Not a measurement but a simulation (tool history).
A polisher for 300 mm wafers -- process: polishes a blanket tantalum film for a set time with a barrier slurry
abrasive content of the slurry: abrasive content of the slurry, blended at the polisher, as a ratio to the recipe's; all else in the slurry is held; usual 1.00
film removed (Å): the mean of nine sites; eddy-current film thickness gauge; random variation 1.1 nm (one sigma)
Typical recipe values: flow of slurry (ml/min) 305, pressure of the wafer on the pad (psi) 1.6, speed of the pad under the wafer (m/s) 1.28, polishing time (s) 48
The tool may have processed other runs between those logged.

| run | day | flow of slurry (ml/min) | pressure of the wafer on the pad (psi) | speed of the pad under the wafer (m/s) | abrasive content of the slurry | polishing time (s) | incoming thickness of the incoming film, nm | film removed (Å) |
|---|---|---|---|---|---|---|---|---|
| 1 | 0.000 | 305 | 1.6 | 1.28 | 1.00 | 48 | 229.8 | 974 |
|  | 3.717 | head pressure recalibrated |
| 2 | 3.825 | 305 | 1.6 | 1.28 | 1.00 | 48 | 228.9 | 974 |
|  | 4.417 | slurry blender recalibrated |
| 3 | 5.667 | 305 | 1.6 | 1.28 | 1.00 | 48 | 224.9 | 979 |
| 4 | 8.654 | 305 | 1.6 | 1.28 | 1.00 | 36 | 232.9 | 711 |
| 5 | 11.758 | 305 | 1.6 | 1.28 | 1.00 | 36 | 227.2 | 724 |
| 6 | 14.183 | 305 | 1.6 | 1.28 | 1.00 | 36 | 227.9 | 729 |
|  | 16.604 | worn pad replaced by a new one |
| 7 | 16.846 | 305 | 1.6 | 1.60 | 1.00 | 59 | 226.3 | 1447 |
| 8 | 19.562 | 305 | 1.6 | 1.60 | 1.00 | 59 | 233.1 | 1473 |
|  | 20.638 | slurry nozzle cleaned |
| 9 | 21.996 | 305 | 1.6 | 1.60 | 1.00 | 59 | 231.2 | 1435 |
| 10 | 26.300 | 305 | 1.6 | 1.28 | 1.00 | 48 | 225.9 | 982 |
|  | 27.496 | slurry blender recalibrated |
| 11 | 30.454 | 305 | 1.6 | 1.28 | 1.00 | 48 | 226.1 | 978 |
| 12 | 33.433 | 375 | 1.6 | 1.28 | 1.00 | 48 | 229.1 | 975 |
|  | 36.604 | worn pad replaced by a new one |
| 13 | 37.788 | 390 | 1.3 | 1.54 | 1.00 | 48 | 226.9 | 944 |
| 14 | 41.871 | 305 | 1.6 | 1.14 | 0.80 | 48 | 230.6 | 852 |
| 15 | 44.262 | 355 | 1.2 | 1.00 | 1.30 | 48 | 227.8 | 653 |
|  | 45.762 | slurry nozzle cleaned |
| 16 | 47.571 | 305 | 1.6 | 1.28 | 1.00 | 35 | 232.6 | 708 |
| 17 | 51.308 | 305 | 1.6 | 1.28 | 1.00 | 48 | 232.8 | 962 |
|  | 52.179 | head pressure recalibrated |
| 18 | 53.312 | 305 | 1.4 | 1.28 | 1.00 | 33 | 231.7 | 600 |
|  | 53.404 | slurry blender recalibrated |
|  | 56.417 | worn pad replaced by a new one |
| 19 | 57.188 | 305 | 1.6 | 1.04 | 1.00 | 48 | 228.5 | 822 |
| 20 | 60.904 | 305 | 1.6 | 1.28 | 1.00 | 58 | 232.2 | 1201 |
| 21 | 62.588 | 305 | 1.6 | 0.98 | 1.25 | 48 | 230.2 | 809 |
| 22 | 64.542 | 305 | 1.3 | 1.50 | 0.75 | 48 | 233.7 | 886 |
| 23 | 67.092 | 305 | 1.6 | 1.28 | 1.00 | 48 | 229.9 | 960 |
| 24 | 69.321 | 305 | 1.6 | 1.28 | 1.00 | 34 | 227.4 | 681 |
|  | 70.625 | slurry nozzle cleaned |
| 25 | 71.758 | 305 | 1.3 | 1.50 | 0.75 | 48 | 228.5 | 880 |
| 26 | 75.225 | 345 | 1.6 | 1.28 | 0.90 | 48 | 229.2 | 961 |
|  | 76.125 | worn pad replaced by a new one |
| 27 | 76.921 | 405 | 1.6 | 1.28 | 1.00 | 36 | 230.8 | 750 |
|  | 77.379 | slurry blender recalibrated |
| 28 | 80.100 | 305 | 1.6 | 1.28 | 0.90 | 48 | 231.4 | 953 |
| 29 | 82.167 | 305 | 1.6 | 1.28 | 1.00 | 54 | 228.1 | 1098 |

Forecast each of these 5 alternatives for the next run:
| A | 82.183 | 305 | 1.6 | 1.28 | 1.10 | 48 | 227.7 | ? |
| B | 82.183 | 305 | 1.9 | 1.28 | 1.00 | 48 | 227.7 | ? |
| C | 82.183 | 375 | 2.0 | 1.04 | 1.00 | 62 | 227.7 | ? |
| D | 82.183 | 305 | 1.6 | 1.66 | 1.00 | 59 | 227.7 | ? |
| E | 82.183 | 215 | 1.6 | 1.28 | 1.00 | 48 | 227.7 | ? |

| run | film removed (Å) |
|---|---|
| A | 992 |
| B | 1141 |
| C | 1333 |
| D | 1490 |
| E | 936 |
With no hidden state in the tool, these same runs would have given:
| run | film removed (Å) |
|---|---|
| A | 992 |
| B | 1141 |
| C | 1333 |
| D | 1490 |
| E | 936 |
